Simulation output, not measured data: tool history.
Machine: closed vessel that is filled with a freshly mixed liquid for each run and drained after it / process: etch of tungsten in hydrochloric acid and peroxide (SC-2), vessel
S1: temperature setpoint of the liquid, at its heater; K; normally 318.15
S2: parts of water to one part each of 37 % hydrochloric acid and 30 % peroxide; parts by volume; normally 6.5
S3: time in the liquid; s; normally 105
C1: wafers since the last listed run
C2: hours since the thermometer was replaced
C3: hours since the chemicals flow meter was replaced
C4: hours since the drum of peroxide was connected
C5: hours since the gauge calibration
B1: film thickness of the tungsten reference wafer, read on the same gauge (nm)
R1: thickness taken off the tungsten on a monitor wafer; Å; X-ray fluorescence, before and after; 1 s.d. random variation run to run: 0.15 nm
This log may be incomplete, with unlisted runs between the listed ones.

{"run": 1, "hour": 0.0, "S1": 318.15, "S2": 6.5, "S3": 105, "C1": 0, "C2": 2170.9, "C3": 967.3, "C4": 361.9, "C5": 222.8, "B1": 50.02, "R1": 268.9}
{"run": 2, "hour": 40.0, "S1": 318.15, "S2": 6.5, "S3": 105, "C1": 2519, "C2": 2210.9, "C3": 1007.3, "C4": 401.9, "C5": 262.8, "B1": 49.99, "R1": 268.2}
{"run": 3, "hour": 100.2, "S1": 318.15, "S2": 5.0, "S3": 105, "C1": 3791, "C2": 2271.1, "C3": 1067.5, "C4": 462.1, "C5": 323.0, "B1": 50.03, "R1": 329.3}
{"run": 4, "hour": 159.1, "S1": 318.15, "S2": 6.5, "S3": 105, "C1": 3710, "C2": 2330.0, "C3": 1126.4, "C4": 521.0, "C5": 381.9, "B1": 50.0, "R1": 269.9}
{"run": 5, "hour": 195.2, "S1": 318.15, "S2": 6.5, "S3": 105, "C1": 2273, "C2": 2366.1, "C3": 1162.5, "C4": 557.1, "C5": 418.0, "B1": 50.02, "R1": 270.2}
{"run": 6, "hour": 238.5, "S1": 314.15, "S2": 6.5, "S3": 105, "C1": 2727, "C2": 2409.4, "C3": 1205.8, "C4": 600.4, "C5": 461.3, "B1": 50.01, "R1": 201.4}
{"run": 7, "hour": 266.1, "S1": 314.15, "S2": 6.5, "S3": 105, "C1": 1738, "C2": 2437.0, "C3": 1233.4, "C4": 628.0, "C5": 488.9, "B1": 49.99, "R1": 204.1}
{"run": 8, "hour": 441.7, "S1": 318.15, "S2": 6.5, "S3": 70, "C1": 11060, "C2": 2612.6, "C3": 1409.0, "C4": 803.6, "C5": 664.5, "B1": 50.01, "R1": 179.8}
{"run": 9, "hour": 505.5, "S1": 318.15, "S2": 6.5, "S3": 70, "C1": 4018, "C2": 2676.4, "C3": 1472.8, "C4": 867.4, "C5": 728.3, "B1": 50.01, "R1": 181.8}
{"run": 10, "hour": 541.2, "S1": 318.15, "S2": 6.5, "S3": 70, "C1": 2248, "C2": 2712.1, "C3": 1508.5, "C4": 903.1, "C5": 764.0, "B1": 50.0, "R1": 179.2}
{"run": 11, "hour": 590.6, "S1": 325.65, "S2": 6.5, "S3": 105, "C1": 3111, "C2": 2761.5, "C3": 1557.9, "C4": 952.5, "C5": 813.4, "B1": 50.04, "R1": 445.7}
{"run": 12, "hour": 619.5, "S1": 318.15, "S2": 6.5, "S3": 105, "C1": 1820, "C2": 2790.4, "C3": 1586.8, "C4": 981.4, "C5": 842.3, "B1": 50.0, "R1": 271.5}
{"run": 13, "hour": 686.3, "S1": 318.15, "S2": 8.0, "S3": 45, "C1": 4207, "C2": 2857.2, "C3": 1653.6, "C4": 1048.2, "C5": 909.1, "B1": 50.01, "R1": 97.1}
{"hour": 724.3, "done": "thermometer replaced"}
{"hour": 758.6, "done": "new drum of peroxide connected"}
{"run": 14, "hour": 786.1, "S1": 311.15, "S2": 5.0, "S3": 165, "C1": 6160, "C2": 61.8, "C3": 1753.4, "C4": 27.5, "C5": 1008.9, "B1": 50.01, "R1": 324.5}
{"run": 15, "hour": 841.7, "S1": 312.65, "S2": 8.0, "S3": 75, "C1": 3502, "C2": 117.4, "C3": 1809.0, "C4": 83.1, "C5": 1064.5, "B1": 49.99, "R1": 115.4}
{"hour": 872.9, "done": "chemicals flow meter replaced"}
{"hour": 896.2, "done": "gauge calibrated"}
{"run": 16, "hour": 897.7, "S1": 315.65, "S2": 6.5, "S3": 105, "C1": 3464, "C2": 173.4, "C3": 24.8, "C4": 139.1, "C5": 1.5, "B1": 50.01, "R1": 223.9}
{"run": 17, "hour": 964.6, "S1": 314.15, "S2": 5.5, "S3": 145, "C1": 4213, "C2": 240.3, "C3": 91.7, "C4": 206.0, "C5": 68.4, "B1": 49.99, "R1": 311.5}
{"run": 18, "hour": 1032.5, "S1": 318.15, "S2": 6.5, "S3": 105, "C1": 4276, "C2": 308.2, "C3": 159.6, "C4": 273.9, "C5": 136.3, "B1": 50.02, "R1": 263.5}

Run 19 comes next. What will it give?
{"run": 19, "hour": 1103.0, "S1": 318.15, "S2": 5.5, "S3": 75, "C1": 4440, "C2": 378.7, "C3": 230.1, "C4": 344.4, "C5": 206.8, "B1": "?", "R1": "?"}

Run 19 gave B1 50.04, R1 211.8 Å.
On a tool with no hidden condition, and with the same random variation, this run would have come out at R1 212.9 Å.
